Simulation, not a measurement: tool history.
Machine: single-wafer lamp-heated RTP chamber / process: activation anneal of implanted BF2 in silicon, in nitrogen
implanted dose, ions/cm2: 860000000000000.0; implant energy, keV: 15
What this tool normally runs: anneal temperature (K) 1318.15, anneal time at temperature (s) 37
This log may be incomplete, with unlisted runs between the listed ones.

| run | hour | anneal temperature (K) | anneal time at temperature (s) | read-back reference wafer on the same gauge, sheet resistance | sheet resistance of the implanted and annealed layer (ohm/square) |
|---|---|---|---|---|---|
| 1 | 0.0 | 1318.15 | 50 | 184.80 | 149.70 |
| 2 | 44.1 | 1318.15 | 50 | 185.15 | 150.41 |
| 3 | 94.9 | 1318.15 | 50 | 185.03 | 149.53 |
|  | 152.9 | pyrometer window cleaned and pyrometer calibrated |
| 4 | 156.5 | 1318.15 | 47 | 185.24 | 151.84 |
| 5 | 196.4 | 1318.15 | 37 | 185.22 | 155.30 |
| 6 | 237.5 | 1318.15 | 37 | 184.96 | 155.17 |
|  | 304.2 | pyrometer window cleaned and pyrometer calibrated |
| 7 | 304.9 | 1318.15 | 37 | 184.92 | 154.82 |
|  | 339.8 | reflector plate cleaned |
| 8 | 358.0 | 1318.15 | 37 | 185.05 | 157.44 |
|  | 397.3 | gauge calibrated |
| 9 | 412.7 | 1318.15 | 37 | 184.86 | 158.27 |
|  | 451.2 | pyrometer window cleaned and pyrometer calibrated |
| 10 | 451.7 | 1346.15 | 52 | 185.07 | 136.92 |
| 11 | 489.7 | 1318.15 | 57 | 184.84 | 148.57 |
| 12 | 518.3 | 1328.15 | 25 | 184.90 | 157.59 |
| 13 | 578.6 | 1318.15 | 50 | 184.99 | 151.40 |
|  | 598.3 | pyrometer window cleaned and pyrometer calibrated |
| 14 | 634.4 | 1318.15 | 57 | 185.09 | 148.73 |
| 15 | 671.4 | 1335.15 | 54 | 185.06 | 141.70 |
| 16 | 710.6 | 1318.15 | 22 | 184.97 | 164.67 |
|  | 751.8 | pyrometer window cleaned and pyrometer calibrated |
| 17 | 774.6 | 1296.15 | 37 | 185.02 | 169.30 |

Run 18 has not been measured yet. What should we expect?
| 18 | 808.3 | 1303.15 | 30 | ? | ? |

read-back reference wafer on the same gauge, sheet resistance: 184.98
sheet resistance of the implanted and annealed layer (ohm/square): 168.46
With no hidden state in the tool, this same run would have given sheet resistance of the implanted and annealed layer (ohm/square) 170.95.
